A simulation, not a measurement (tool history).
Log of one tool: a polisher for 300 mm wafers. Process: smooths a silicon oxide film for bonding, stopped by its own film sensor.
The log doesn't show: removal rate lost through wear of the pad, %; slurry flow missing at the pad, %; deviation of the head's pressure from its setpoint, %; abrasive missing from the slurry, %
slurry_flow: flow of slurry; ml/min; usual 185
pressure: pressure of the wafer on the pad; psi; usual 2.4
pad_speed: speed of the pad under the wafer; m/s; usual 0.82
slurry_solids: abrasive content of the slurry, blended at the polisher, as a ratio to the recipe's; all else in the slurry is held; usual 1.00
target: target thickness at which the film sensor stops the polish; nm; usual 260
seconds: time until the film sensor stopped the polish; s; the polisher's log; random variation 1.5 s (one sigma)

run	hour	slurry_flow	pressure	pad_speed	slurry_solids	target	wafers since the last listed run	wafers polished on this pad	hours since the slurry nozzle was cleaned	hours since the head pressure was calibrated	hours since the slurry blender was calibrated	incoming thickness of the incoming film, nm	seconds
1	0.0	185	2.4	0.82	0.90	260	0	6977	24.1	73.4	742.6	340.1	136.3
# hour 52.1: slurry blender recalibrated
2	82.4	185	2.4	0.82	1.00	260	837	7815	106.5	155.8	30.3	340.3	132.6
# hour 119.1: worn pad replaced by a new one
3	161.6	185	2.4	0.82	1.00	260	783	442	185.7	235.0	109.5	336.5	132.3
4	250.0	185	2.4	0.82	1.00	260	921	1363	274.1	323.4	197.9	338.5	131.0
5	340.6	185	2.4	0.82	1.00	260	943	2307	364.7	414.0	288.5	344.3	143.1
6	540.8	185	2.4	0.82	1.00	260	2085	4393	564.9	614.2	488.7	337.6	133.0
# hour 724.6: slurry nozzle cleaned
# hour 817.0: worn pad replaced by a new one
# hour 824.7: slurry blender recalibrated
7	831.9	185	2.4	0.82	1.00	260	2960	134	107.3	905.3	7.2	333.7	123.5
8	926.7	185	2.4	0.82	1.00	260	987	1122	202.1	1000.1	102.0	343.9	144.8
9	964.3	185	3.2	0.82	1.00	260	391	1514	239.7	1037.7	139.6	334.1	97.2
10	1016.9	185	2.4	0.82	1.00	260	548	2062	292.3	1090.3	192.2	343.7	143.3
11	1099.0	200	1.7	1.02	1.00	277	855	2917	374.4	1172.4	274.3	340.9	128.7
12	1155.0	185	2.4	0.82	1.00	260	583	3501	430.4	1228.4	330.3	340.0	138.4
# hour 1187.4: head pressure recalibrated
13	1199.4	185	2.4	0.82	1.00	260	441	3943	474.8	12.0	374.7	338.8	135.4
14	1256.1	225	2.4	0.70	1.00	260	590	4533	531.5	68.7	431.4	336.9	147.7
15	1304.9	185	2.2	0.82	1.20	260	508	5042	580.3	117.5	480.2	341.9	146.1
16	1379.7	140	3.1	0.82	0.80	237	779	5821	655.1	192.3	555.0	338.7	152.9
# hour 1462.9: slurry nozzle cleaned
17	1485.1	185	2.4	0.82	1.00	260	1087	6909	22.2	297.7	660.4	338.7	130.3
# hour 1527.3: worn pad replaced by a new one
18	1528.2	185	2.4	0.82	1.00	260	407	9	65.3	340.8	703.5	342.3	136.3
19	1592.6	185	3.1	0.82	1.00	260	670	680	129.7	405.2	767.9	338.9	103.9
# hour 1597.3: slurry blender recalibrated
20	1655.3	185	2.4	0.82	1.00	260	632	1313	192.4	467.9	58.0	338.9	135.4
21	1757.2	185	2.4	0.92	0.75	274	1061	2374	294.3	569.8	159.9	337.2	109.7
22	1803.6	185	2.0	0.82	1.00	260	483	2858	340.7	616.2	206.3	334.7	153.4
23	1908.5	140	2.4	0.74	1.00	260	1092	3951	445.6	721.1	311.2	344.8	161.1
24	1993.7	245	1.8	0.82	1.10	238	887	4838	530.8	806.3	396.4	343.8	226.0
25	2065.7	185	2.4	0.66	1.00	260	750	5589	602.8	878.3	468.4	339.6	165.7
# hour 2102.8: slurry nozzle cleaned
26	2156.2	185	2.7	0.82	1.00	260	932	6521	53.4	968.8	558.9	343.1	122.8
27	2258.5	235	2.4	1.02	1.25	260	1065	7587	155.7	1071.1	661.2	342.4	107.4
28	2301.6	145	2.4	0.82	1.00	244	449	8036	198.8	1114.2	704.3	344.7	174.8
# hour 2316.4: worn pad replaced by a new one
29	2361.6	120	2.7	0.98	1.00	246	583	471	258.8	1174.2	764.3	334.0	121.3

Some steps in seconds between neighbouring runs. How much of each would the tool show without its hidden state too (settings, what came in, random variation), and how much is left for the hidden state, with any gauge scatter that isn't in both results?
Run 16 -> 17: slurry_flow 140 -> 185, pressure 3.1 -> 2.4, slurry_solids 0.80 -> 1.00, target 237 -> 260, slurry nozzle cleaned. seconds -22.6 s: hidden state -8.9, all else -13.7.
Run 23 -> 24: slurry_flow 140 -> 245, pressure 2.4 -> 1.8, pad_speed 0.74 -> 0.82, slurry_solids 1.00 -> 1.10, target 260 -> 238. seconds +64.9 s: hidden state +0.6, all else +64.3.
Run 25 -> 26: pressure 2.4 -> 2.7, pad_speed 0.66 -> 0.82, slurry nozzle cleaned. seconds -42.9 s: hidden state -7.6, all else -35.3.
Run 27 -> 28: slurry_flow 235 -> 145, pad_speed 1.02 -> 0.82, slurry_solids 1.25 -> 1.00, target 260 -> 244. seconds +67.4 s: hidden state +3.7, all else +63.7.
